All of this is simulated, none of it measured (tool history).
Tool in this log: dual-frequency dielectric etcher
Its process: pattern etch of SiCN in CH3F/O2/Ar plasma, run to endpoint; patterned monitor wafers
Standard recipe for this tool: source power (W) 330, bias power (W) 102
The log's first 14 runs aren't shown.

run,hour,source power (W),bias power (W),wafers since the last listed run,hours since the last wet clean,hours since the last source power generator calibration,hours since the last bias power generator calibration,hours since the last upper electrode change,"incoming incoming film thickness, nm",endpoint time (s)
15,909.6,380,102,551,413.7,2603.6,3859.3,320.9,11.39,25.2
16,949.9,330,102,493,454.0,2643.9,3899.6,361.2,11.48,27.7
17,1015.7,330,102,806,519.8,2709.7,3965.4,427.0,11.57,27.6
18,1055.0,400,119,481,559.1,2749.0,4004.7,466.3,11.58,24.0
19,1112.4,330,102,703,616.5,2806.4,4062.1,523.7,11.68,27.9
# hour 1151.6: wet clean of the chamber
20,1152.1,270,92,192,0.5,2846.1,4101.8,563.4,11.62,32.2
# hour 1165.2: bias power generator calibrated
21,1183.8,360,82,339,32.2,2877.8,18.6,595.1,11.54,28.0
22,1208.1,290,127,297,56.5,2902.1,42.9,619.4,11.66,28.4
23,1275.4,330,83,824,123.8,2969.4,110.2,686.7,11.55,29.4
24,1339.0,330,102,779,187.4,3033.0,173.8,750.3,11.69,28.0
25,1395.9,330,102,697,244.3,3089.9,230.7,807.2,11.47,27.5
# hour 1430.0: source power generator calibrated
26,1540.3,390,111,1719,388.7,110.3,375.1,951.6,11.46,24.5
27,1599.6,250,115,726,448.0,169.6,434.4,1010.9,11.51,31.0
28,1626.4,400,102,328,474.8,196.4,461.2,1037.7,11.50,24.6
29,1696.1,260,102,853,544.5,266.1,530.9,1107.4,11.49,31.3
# hour 1772.6: wet clean of the chamber
30,1773.1,390,110,649,0.5,343.1,607.9,1184.4,11.55,25.3
31,1791.2,280,125,221,18.6,361.2,626.0,1202.5,11.60,28.9
32,1821.4,370,86,369,48.8,391.4,656.2,1232.7,11.44,27.3
33,1848.4,270,77,330,75.8,418.4,683.2,1259.7,11.38,33.1
34,1882.8,380,81,421,110.2,452.8,717.6,1294.1,11.48,27.2
35,1907.3,280,89,300,134.7,477.3,742.1,1318.6,11.54,31.5

Consider 4 possible next runs. They are alternatives, not a sequence: every one starts from the tool as it was left by run 35. What does each give?
A,1907.7,330,102,4,135.1,477.7,742.5,1319.0,11.48,?
B,1907.7,310,84,4,135.1,477.7,742.5,1319.0,11.48,?
C,1907.7,390,123,4,135.1,477.7,742.5,1319.0,11.48,?
D,1907.7,350,102,4,135.1,477.7,742.5,1319.0,11.48,?

run,endpoint time (s)
A,27.6
B,30.0
C,24.1
D,26.8
With the hidden condition removed and each run's random variation left untouched, the same runs would have given:
run,endpoint time (s)
A,27.8
B,30.2
C,24.2
D,27.0

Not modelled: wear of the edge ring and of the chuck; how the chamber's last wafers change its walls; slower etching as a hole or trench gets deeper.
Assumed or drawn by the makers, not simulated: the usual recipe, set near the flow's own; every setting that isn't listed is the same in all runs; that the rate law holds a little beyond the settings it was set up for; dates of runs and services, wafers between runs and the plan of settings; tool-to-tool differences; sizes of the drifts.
